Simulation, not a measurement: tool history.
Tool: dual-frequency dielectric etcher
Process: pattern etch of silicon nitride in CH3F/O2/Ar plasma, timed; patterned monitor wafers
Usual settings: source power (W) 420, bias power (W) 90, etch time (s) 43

run,hour,source power (W),bias power (W),etch time (s),"read-back reference wafer on the same gauge, depth_nm",mean etch depth across the wafer (nm)
1,0,420,82,43,34.49,32.73
# hour 136.4: wet clean of the chamber
2,206.1,420,90,43,34.49,34.51
3,257.8,420,90,43,34.51,34.71
4,309.6,420,90,43,34.51,34.41
5,365.7,420,90,43,34.51,34.23
# hour 392.3: upper electrode replaced
# hour 401.2: gauge calibrated
6,415,460,90,36,34.5,29.65
7,457.1,460,90,36,34.48,29.65
8,511.1,460,90,36,34.51,29.49
# hour 554.8: bias power generator calibrated
9,555.3,420,90,43,34.5,33.91
10,605.9,420,90,43,34.5,33.83
# hour 662.6: wet clean of the chamber
11,663.1,510,76,49.5,34.5,39.95
12,711.7,420,90,43,34.48,34.56
13,756.9,420,75,43,34.51,31.78
14,796.7,330,82,43,34.53,29.75
15,860.5,420,90,43,34.5,34.16
16,909.9,420,108,43,34.53,36.91
17,954.3,420,90,43,34.5,34.04
18,1102.9,420,83,43,34.51,32.45
19,1150,420,90,43,34.48,33.64
# hour 1165.7: source power generator calibrated
20,1174.6,520,103,50,34.48,45.15
21,1210.6,420,90,43,34.49,33.58
# hour 1236.2: wet clean of the chamber
22,1243.4,420,82,43,34.5,33.31
23,1273.9,360,73,43,34.48,29.59
24,1312.2,330,102,33.5,34.49,25.84
25,1364.3,420,107,43,34.5,37.04
26,1402.9,420,90,36.5,34.49,29.17
27,1464.5,500,90,54.5,34.5,47
28,1524.4,350,90,55.5,34.51,40.98
29,1572.2,380,74,43,34.48,30.21
30,1630.5,420,90,43,34.51,33.94

The same runs without the tool's hidden state, with the same run-to-run variation:
The hidden state here: etch rate over this chamber's usual, %; source power that arrives over what is set, %; bias power that arrives over what is set, %; gauge reads high (%).
run,mean etch depth across the wafer (nm)
1,33.41
2,34.65
3,34.94
4,34.74
5,34.66
6,30.1
7,30.17
8,30.09
9,34.69
10,34.71
11,40.12
12,34.8
13,32.08
14,30.09
15,34.67
16,37.56
17,34.72
18,33.36
19,34.68
20,46.61
21,34.74
22,33.29
23,29.62
24,25.92
25,37.27
26,29.4
27,47.53
28,41.58
29,30.73
30,34.64

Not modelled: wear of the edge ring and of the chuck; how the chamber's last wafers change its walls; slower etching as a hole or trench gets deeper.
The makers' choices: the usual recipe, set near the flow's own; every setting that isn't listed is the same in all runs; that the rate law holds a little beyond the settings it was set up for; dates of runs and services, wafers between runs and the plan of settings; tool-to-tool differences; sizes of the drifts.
